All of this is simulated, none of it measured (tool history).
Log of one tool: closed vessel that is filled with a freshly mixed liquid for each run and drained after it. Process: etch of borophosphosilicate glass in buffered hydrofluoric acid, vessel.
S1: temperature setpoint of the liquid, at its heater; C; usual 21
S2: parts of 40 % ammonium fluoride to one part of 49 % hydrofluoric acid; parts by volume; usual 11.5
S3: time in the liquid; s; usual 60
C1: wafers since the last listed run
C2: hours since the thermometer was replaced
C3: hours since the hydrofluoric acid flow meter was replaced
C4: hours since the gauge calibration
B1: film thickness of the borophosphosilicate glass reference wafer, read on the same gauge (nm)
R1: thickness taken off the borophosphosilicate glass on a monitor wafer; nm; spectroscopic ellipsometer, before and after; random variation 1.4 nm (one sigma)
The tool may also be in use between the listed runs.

run	hour	S1	S2	S3	C1	C2	C3	C4	B1	R1
1	0	21	11.5	60	0	29.6	174.6	1081.3	100.01	157.21
2	66.9	21	11.5	60	7393	96.5	241.5	1148.2	99.99	157.44
3	160.1	21	11.5	50	10299	189.7	334.7	1241.4	100.01	132.39
4	216	21	11.5	60	6177	245.6	390.6	1297.3	100	156.86
5	308	21	11.5	60	10167	337.6	482.6	1389.3	100	156.53
6	408.8	21	11.5	60	11139	438.4	583.4	1490.1	99.98	155.97
7	452.1	21	11.5	60	4785	481.7	626.7	1533.4	100	153.54
8	543.4	21	11.5	60	10089	573	718	1624.7	99.99	153.23
9	618	21	11.5	35	8244	647.6	792.6	1699.3	99.98	89.67
# hour 659.6: hydrofluoric acid flow meter replaced
# hour 670.3: thermometer replaced
# hour 685.6: gauge calibrated
10	691.4	21	11.5	35	7890	21.1	31.8	5.8	100	93.12
11	737	21	11.5	60	5039	66.7	77.4	51.4	100	156.89
12	815.9	21	11.5	60	8719	145.6	156.3	130.3	100	158.1
13	895.2	25	9	50	8763	224.9	235.6	209.6	99.98	203.75
14	973.5	21	14.5	60	8653	303.2	313.9	287.9	99.99	126.45
15	1012.3	21	11.5	60	4287	342	352.7	326.7	99.99	157.02
16	1120.1	17	11.5	85	11913	449.8	460.5	434.5	100.01	174.91
17	1222.1	19	9	80	11272	551.8	562.5	536.5	100.01	231.59
# hour 1234.3: thermometer replaced
18	1291.1	25	14.5	45	7514	56.8	631.5	605.5	100.01	115.81
19	1367.2	21	11.5	90	8410	132.9	707.6	681.6	100.01	233.58
20	1453.3	21	15.5	90	9515	219	793.7	767.7	100.03	172.91
21	1519.7	21	11.5	60	7338	285.4	860.1	834.1	99.96	152.61
22	1557.5	21	13	60	4177	323.2	897.9	871.9	99.99	133.83

Forecast each of these 5 alternatives for the next run:
A	1558.2	21	11.5	60	77	323.9	898.6	872.6	?	?
B	1558.2	21	11.5	80	77	323.9	898.6	872.6	?	?
C	1558.2	21	11.5	75	77	323.9	898.6	872.6	?	?
D	1558.2	22.5	15.5	40	77	323.9	898.6	872.6	?	?
E	1558.2	18	15.5	75	77	323.9	898.6	872.6	?	?

run	B1	R1
A	100.01	150.86
B	100.01	201.15
C	100.01	188.58
D	100.01	81.33
E	100.01	118.87
Without the tool's hidden state the same runs would have given:
run	R1
A	157.22
B	209.63
C	196.53
D	84.78
E	123.92
